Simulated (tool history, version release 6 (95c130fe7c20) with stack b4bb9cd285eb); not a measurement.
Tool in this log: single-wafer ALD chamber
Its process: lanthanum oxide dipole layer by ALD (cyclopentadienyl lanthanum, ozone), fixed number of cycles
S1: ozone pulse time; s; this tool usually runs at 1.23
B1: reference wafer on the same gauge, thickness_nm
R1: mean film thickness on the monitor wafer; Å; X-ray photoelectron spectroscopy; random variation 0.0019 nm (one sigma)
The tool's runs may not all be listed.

run	hour	S1	B1	R1
1	0	1.23	0.552	4.61
2	43.4	1.23	0.552	4.59
3	61.2	1.23	0.552	4.58
4	79	1.23	0.552	4.55
5	88.3	1.23	0.552	4.53
6	95.3	1.61	0.552	4.94
7	105	1.11	0.552	4.33
8	118.3	1.11	0.552	4.31
9	135.1	1.11	0.552	4.31
# hour 150.9: ozone generator serviced
10	151.4	1.4	0.552	4.95
11	156.9	0.81	0.552	3.99
# hour 168.2: gauge calibrated
12	169.7	1.67	0.552	5.14
13	180.3	1.01	0.552	4.5
# hour 193.3: thermocouple changed; heater temperature recalibrated
14	194.6	1.23	0.552	4.81
15	212	0.75	0.552	3.76
16	229.5	1.54	0.552	5.07
17	246.7	1.23	0.552	4.83
18	256.7	1.59	0.552	5.12
19	273.3	1.23	0.552	4.79
20	283.8	1.46	0.552	5.06
21	295.6	0.83	0.552	4.01
22	305.7	1.02	0.552	4.5
# hour 330.5: showerhead replaced
23	332.2	1.58	0.552	5.1
24	344.9	0.89	0.552	4.17
25	352.4	0.78	0.552	3.87
26	383.1	1.23	0.552	4.8
27	399.2	0.79	0.552	3.89
28	432.4	1.64	0.552	5.12
29	448.2	0.99	0.552	4.45
30	461.7	1.45	0.551	5.01
31	474.3	1.43	0.552	5.02
32	491.2	1.35	0.552	4.92
33	498.8	0.97	0.552	4.39
34	509.2	1.23	0.552	4.8

Forecast each of these 4 alternatives for the next run:
A	509.6	1.23	?	?
B	509.6	1.04	?	?
C	509.6	0.91	?	?
D	509.6	1.68	?	?

run	B1	R1
A	0.552	4.8
B	0.552	4.51
C	0.552	4.23
D	0.552	5.12
The same runs, with their run-to-run variation unchanged, on a tool lacking any hidden condition would have given:
run	R1
A	4.84
B	4.57
C	4.29
D	5.14
